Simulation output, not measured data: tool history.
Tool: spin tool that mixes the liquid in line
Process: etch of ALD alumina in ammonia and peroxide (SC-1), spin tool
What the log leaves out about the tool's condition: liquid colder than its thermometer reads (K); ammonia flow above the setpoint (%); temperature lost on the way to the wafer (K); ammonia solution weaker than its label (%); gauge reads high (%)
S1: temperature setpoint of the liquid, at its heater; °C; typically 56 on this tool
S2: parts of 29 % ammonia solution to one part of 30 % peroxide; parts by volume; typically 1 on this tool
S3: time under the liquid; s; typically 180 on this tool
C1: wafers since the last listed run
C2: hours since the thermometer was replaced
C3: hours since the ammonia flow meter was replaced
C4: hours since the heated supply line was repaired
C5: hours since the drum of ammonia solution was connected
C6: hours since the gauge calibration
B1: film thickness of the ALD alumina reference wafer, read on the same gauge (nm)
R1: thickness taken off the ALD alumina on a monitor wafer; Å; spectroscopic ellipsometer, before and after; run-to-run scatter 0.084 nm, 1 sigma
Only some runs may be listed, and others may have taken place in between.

run     day  S1  S2   S3   C1     C2     C3     C4     C5     C6     B1     R1
  1   0.000  54   1  180    0  627.8  413.7  400.7  406.2  235.7  90.01  111.1
  2   1.188  54   1  180  233  656.3  442.2  429.2  434.7  264.2  89.99  111.1
  3   2.333  56   1  225  224  683.8  469.7  456.7  462.2  291.7  89.99  155.1
  4   3.550  56   1  180  238  713.0  498.9  485.9  491.4  320.9  89.98  122.5
  5   7.512  56   1  180  777  808.1  594.0  581.0  586.5  416.0  89.97  122.0
      7.812  -- gauge calibrated
  6   8.967  56   1  180  285  843.0  628.9  615.9  621.4   27.7  89.99  121.2
      9.117  -- new drum of ammonia solution connected
      9.146  -- thermometer replaced
  7   9.808  56   1  180  151   15.9  649.1  636.1   16.6   47.9  89.99  136.7
     10.792  -- heated supply line repaired
  8  11.246  56   1  180  273   50.4  683.6   10.9   51.1   82.4  90.04  136.4
  9  12.075  56   1  180  162   70.3  703.5   30.8   71.0  102.3  89.97  134.9
 10  12.921  56   1  180  165   90.6  723.8   51.1   91.3  122.6  90.01  133.9
 11  13.621  56   1  255  137  107.4  740.6   67.9  108.1  139.4  90.01  189.9
 12  14.717  56   1  180  215  133.7  766.9   94.2  134.4  165.7  89.98  133.7
 13  16.062  56   1  235  264  166.0  799.2  126.5  166.7  198.0  89.99  173.7

Run 14 comes next. What will it give?
 14  17.100  56   1  135  203  190.9  824.1  151.4  191.6  222.9   ?   ?

Run 14 produced B1 89.99, R1 100.4 Å.
With the hidden condition absent and the run-to-run variation left alone, this run would have shown R1 103.8 Å.
